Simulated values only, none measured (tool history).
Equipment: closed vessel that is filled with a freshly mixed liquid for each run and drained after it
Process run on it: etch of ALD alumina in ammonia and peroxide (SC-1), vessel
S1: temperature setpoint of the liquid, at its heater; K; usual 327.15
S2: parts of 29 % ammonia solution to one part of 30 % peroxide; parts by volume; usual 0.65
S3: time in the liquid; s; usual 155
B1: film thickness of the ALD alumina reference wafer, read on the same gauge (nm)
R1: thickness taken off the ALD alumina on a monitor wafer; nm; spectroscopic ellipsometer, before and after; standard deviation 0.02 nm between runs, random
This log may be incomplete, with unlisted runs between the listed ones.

run 1 hour=0.0 | S1=331.65 S2=0.65 S3=155 | B1=109.99 | R1=11.78
run 2 hour=13.8 | S1=327.15 S2=0.65 S3=155 | B1=110.04 | R1=9.26
run 3 hour=40.8 | S1=327.15 S2=0.65 S3=155 | B1=109.95 | R1=9.26
run 4 hour=64.4 | S1=327.15 S2=0.80 S3=95 | B1=109.97 | R1=5.79
run 5 hour=85.6 | S1=327.15 S2=0.80 S3=95 | B1=109.99 | R1=5.82
run 6 hour=117.1 | S1=327.15 S2=0.80 S3=95 | B1=110.01 | R1=5.84
run 7 hour=149.4 | S1=327.15 S2=0.65 S3=155 | B1=110.01 | R1=9.33
-- hour=156.1 ammonia flow meter replaced
-- hour=171.8 gauge calibrated
run 8 hour=179.8 | S1=327.15 S2=0.65 S3=155 | B1=110.00 | R1=9.37
run 9 hour=202.0 | S1=327.15 S2=0.65 S3=155 | B1=109.95 | R1=9.38
run 10 hour=231.9 | S1=319.65 S2=0.65 S3=155 | B1=110.01 | R1=6.21
run 11 hour=254.7 | S1=319.65 S2=0.65 S3=155 | B1=109.98 | R1=6.26
-- hour=278.6 thermometer replaced
run 12 hour=282.0 | S1=327.15 S2=0.55 S3=155 | B1=110.02 | R1=8.84
run 13 hour=296.1 | S1=333.15 S2=0.45 S3=120 | B1=110.01 | R1=9.20
run 14 hour=314.1 | S1=327.15 S2=0.65 S3=155 | B1=110.01 | R1=9.02
-- hour=335.8 new drum of ammonia solution connected
run 15 hour=342.1 | S1=319.15 S2=0.65 S3=155 | B1=109.99 | R1=5.82
run 16 hour=358.4 | S1=331.65 S2=0.55 S3=155 | B1=110.00 | R1=11.27
run 17 hour=374.4 | S1=322.15 S2=0.45 S3=155 | B1=110.02 | R1=6.66
run 18 hour=390.1 | S1=334.15 S2=0.90 S3=190 | B1=109.97 | R1=16.49
run 19 hour=407.1 | S1=327.15 S2=0.65 S3=155 | B1=110.00 | R1=9.04
run 20 hour=428.2 | S1=332.15 S2=0.95 S3=230 | B1=110.02 | R1=18.05

Run 21 has not been measured yet. What should we expect?
run 21 hour=456.6 | S1=327.15 S2=0.65 S3=155 | B1=? | R1=?

{"run 21": {"B1": 109.98, "R1": 9.07}}
Were there no unlogged condition in the tool, this run, its random variation unchanged, would have produced R1 8.93 nm.
